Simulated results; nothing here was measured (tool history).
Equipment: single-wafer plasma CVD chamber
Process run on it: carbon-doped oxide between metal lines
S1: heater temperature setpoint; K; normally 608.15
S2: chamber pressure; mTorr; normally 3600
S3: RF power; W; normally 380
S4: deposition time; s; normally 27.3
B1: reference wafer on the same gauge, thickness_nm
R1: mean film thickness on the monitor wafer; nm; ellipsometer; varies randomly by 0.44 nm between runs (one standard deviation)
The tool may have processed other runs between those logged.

run 1 hour=0 | S1=608.15 S2=3600 S3=380 S4=27.3 | B1=113.042 | R1=112.976
run 2 hour=106.8 | S1=608.15 S2=3600 S3=380 S4=27.3 | B1=112.995 | R1=113.059
run 3 hour=168.8 | S1=608.15 S2=3600 S3=380 S4=27.3 | B1=113.101 | R1=113.306
run 4 hour=232.6 | S1=608.15 S2=3600 S3=380 S4=27.3 | B1=112.955 | R1=113.422
run 5 hour=269.3 | S1=608.15 S2=3600 S3=380 S4=27.3 | B1=112.951 | R1=113.433
run 6 hour=307.2 | S1=608.15 S2=3600 S3=380 S4=27.3 | B1=113.173 | R1=113.681
run 7 hour=350.5 | S1=608.15 S2=2980 S3=380 S4=27.3 | B1=112.8 | R1=111.488
run 8 hour=431.7 | S1=608.15 S2=3600 S3=380 S4=27.3 | B1=113.085 | R1=113.457
run 9 hour=523.9 | S1=608.15 S2=3600 S3=380 S4=27.3 | B1=112.837 | R1=113.396
run 10 hour=562.7 | S1=608.15 S2=3600 S3=380 S4=27.3 | B1=113.08 | R1=112.673
run 11 hour=643.3 | S1=608.15 S2=3600 S3=380 S4=27.3 | B1=112.959 | R1=113.242
run 12 hour=685.7 | S1=608.15 S2=3600 S3=380 S4=27.3 | B1=113.093 | R1=112.729
run 13 hour=870.7 | S1=608.15 S2=3600 S3=320 S4=30.8 | B1=112.996 | R1=110.066
-- hour=901.6 RF generator calibrated
-- hour=933.6 showerhead replaced
run 14 hour=951.5 | S1=594.15 S2=4490 S3=350 S4=32.4 | B1=112.768 | R1=131.941
run 15 hour=1039.5 | S1=608.15 S2=3600 S3=380 S4=27.3 | B1=112.927 | R1=112.586
-- hour=1194.1 thermocouple changed; heater temperature recalibrated
-- hour=1201.4 capacitance manometer re-zeroed and calibrated
-- hour=1236.7 gauge calibrated
run 16 hour=1276.3 | S1=608.15 S2=3600 S3=425 S4=27.3 | B1=112.795 | R1=127.902
run 17 hour=1570.4 | S1=608.15 S2=3600 S3=380 S4=31 | B1=113.023 | R1=130.903
run 18 hour=1624.7 | S1=608.15 S2=3600 S3=380 S4=32.2 | B1=112.922 | R1=136.833
-- hour=1637.7 thermocouple changed; heater temperature recalibrated, repeated, since the last time left the tool worse
run 19 hour=1680.4 | S1=608.15 S2=4410 S3=330 S4=27.3 | B1=112.938 | R1=102.541
run 20 hour=1782.7 | S1=608.15 S2=3600 S3=380 S4=27.3 | B1=113.179 | R1=112.392
run 21 hour=1887.8 | S1=615.15 S2=3600 S3=325 S4=27.3 | B1=113.023 | R1=97.2
run 22 hour=1993.8 | S1=608.15 S2=3600 S3=380 S4=27.3 | B1=112.952 | R1=113.103

Exercise: give the hidden state of the tool at every run:
delivered RF power above the setpoint (%): 0, the same for each run
true pressure above the setpoint (%): 0, the same for each run
gauge reads high (%): 0, the same for each run
H1: wafer temperature above the value expected at the setpoint (K)
run=1 H1=0.0685
run=2 H1=0.429
run=3 H1=0.638
run=4 H1=0.854
run=5 H1=0.977
run=6 H1=1.11
run=7 H1=1.25
run=8 H1=1.53
run=9 H1=1.84
run=10 H1=1.97
run=11 H1=2.24
run=12 H1=2.38
run=13 H1=3.01
run=14 H1=3.28
run=15 H1=3.58
run=16 H1=-7.55
run=17 H1=-6.55
run=18 H1=-6.37
run=19 H1=0.653
run=20 H1=0.998
run=21 H1=1.35
run=22 H1=1.71

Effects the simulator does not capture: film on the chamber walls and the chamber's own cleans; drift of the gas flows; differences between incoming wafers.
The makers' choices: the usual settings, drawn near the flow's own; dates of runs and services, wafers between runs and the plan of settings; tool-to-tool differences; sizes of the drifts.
